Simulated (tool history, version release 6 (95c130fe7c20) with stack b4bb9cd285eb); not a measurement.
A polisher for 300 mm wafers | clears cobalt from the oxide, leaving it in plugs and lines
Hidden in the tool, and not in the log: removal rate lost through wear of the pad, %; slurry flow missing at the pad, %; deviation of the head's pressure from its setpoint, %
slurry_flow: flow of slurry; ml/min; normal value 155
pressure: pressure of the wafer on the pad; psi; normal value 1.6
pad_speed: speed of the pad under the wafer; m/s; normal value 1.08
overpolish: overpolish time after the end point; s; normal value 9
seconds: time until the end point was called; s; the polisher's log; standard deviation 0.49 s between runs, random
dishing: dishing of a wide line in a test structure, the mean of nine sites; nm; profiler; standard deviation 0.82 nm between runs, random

run	hour	slurry_flow	pressure	pad_speed	overpolish	wafers since the last listed run	wafers polished on this pad	hours since the slurry nozzle was cleaned	hours since the head pressure was calibrated	incoming thickness of the incoming film, nm	seconds	dishing
1	0	155	1.6	1.08	9	0	561	186.8	873	200.9	41.6	35.5
# hour 56.3: slurry nozzle cleaned
2	56.9	155	1.6	1.08	9	413	975	0.6	929.9	196.2	36.7	38
3	122.5	155	1.6	1.08	9	485	1460	66.2	995.5	201.1	38.8	37
4	182.8	155	1.6	1.08	9	445	1906	126.5	1055.8	201.5	40	35.8
# hour 229.4: worn pad replaced by a new one
5	234.8	185	1.6	1.08	9	355	39	178.5	1107.8	197.4	38.7	36
6	278.3	185	1.6	1.08	9	321	361	222	1151.3	197.9	38.2	36.9
# hour 308.3: slurry nozzle cleaned
7	335.5	185	1.6	1.08	9	415	776	27.2	1208.5	203.9	37.8	38.1
8	376.1	155	1.6	1.08	9	300	1077	67.8	1249.1	200.4	39.1	37
9	400.4	155	1.6	1.08	9	179	1256	92.1	1273.4	197.3	37.1	35.7
10	467.6	155	1.6	1.08	9	497	1753	159.3	1340.6	199.5	39.4	36.3
# hour 484.8: head pressure recalibrated
11	505.7	155	2.1	1.08	9	266	2020	197.4	20.9	200.5	35.4	39.4
# hour 525: worn pad replaced by a new one
# hour 541.9: slurry nozzle cleaned
12	562.7	155	1.6	1.08	9	384	271	20.8	77.9	202.7	42	35.5
13	614.1	180	1.6	1.4	9	380	651	72.2	129.3	196.1	30.4	43.1
14	646	155	1.8	1.36	9	235	887	104.1	161.2	202.9	30.3	41.8
15	700.7	155	1.6	1.08	9	404	1291	158.8	215.9	199.8	42.4	34.2
16	725.8	180	1.6	1.08	7	185	1477	183.9	241	199.9	40.9	28.7
# hour 758.3: worn pad replaced by a new one
# hour 791.2: slurry nozzle cleaned
17	909.4	180	1.3	1.34	11	1320	1109	118.2	424.6	201	39.3	41.3
18	973.5	125	1.6	1.08	9	474	1583	182.3	488.7	203.6	47.1	32.2
# hour 1011.7: worn pad replaced by a new one
19	1014	130	2.1	0.84	8	269	17	222.8	529.2	200.8	45.9	29.6
# hour 1060.3: slurry nozzle cleaned
20	1070.8	155	1.6	1.08	9	412	429	10.5	586	198.8	39.3	36
21	1161.5	155	1.6	1.08	9	670	1100	101.2	676.7	200.3	39.9	35
22	1204.5	155	1.6	1.08	9	318	1418	144.2	719.7	200.1	40.2	33.8
# hour 1239.2: worn pad replaced by a new one
23	1272.7	140	1.3	1.42	9	474	248	212.4	787.9	203.8	40.6	35.3
24	1330.4	185	1.6	1.08	9	426	674	270.1	845.6	199.5	40.5	34.9

Run by run, hidden condition taken away, random variation retained:
run	seconds	dishing
1	42.4	35.1
2	40.2	35.7
3	41.7	35.3
4	41.9	34.7
5	40	35.2
6	38.6	36.7
7	41.6	35.9
8	42.4	35.1
9	39.8	34.1
10	41.1	35.3
11	32	41.9
12	42	35.5
13	30.3	43.2
14	29.9	42.1
15	41.3	34.8
16	39.9	29.2
17	39.8	41
18	45	33.2
19	42.7	31.2
20	42	34.5
21	41.5	34.2
22	41.1	33.3
23	39.6	35.9
24	39.1	35.8
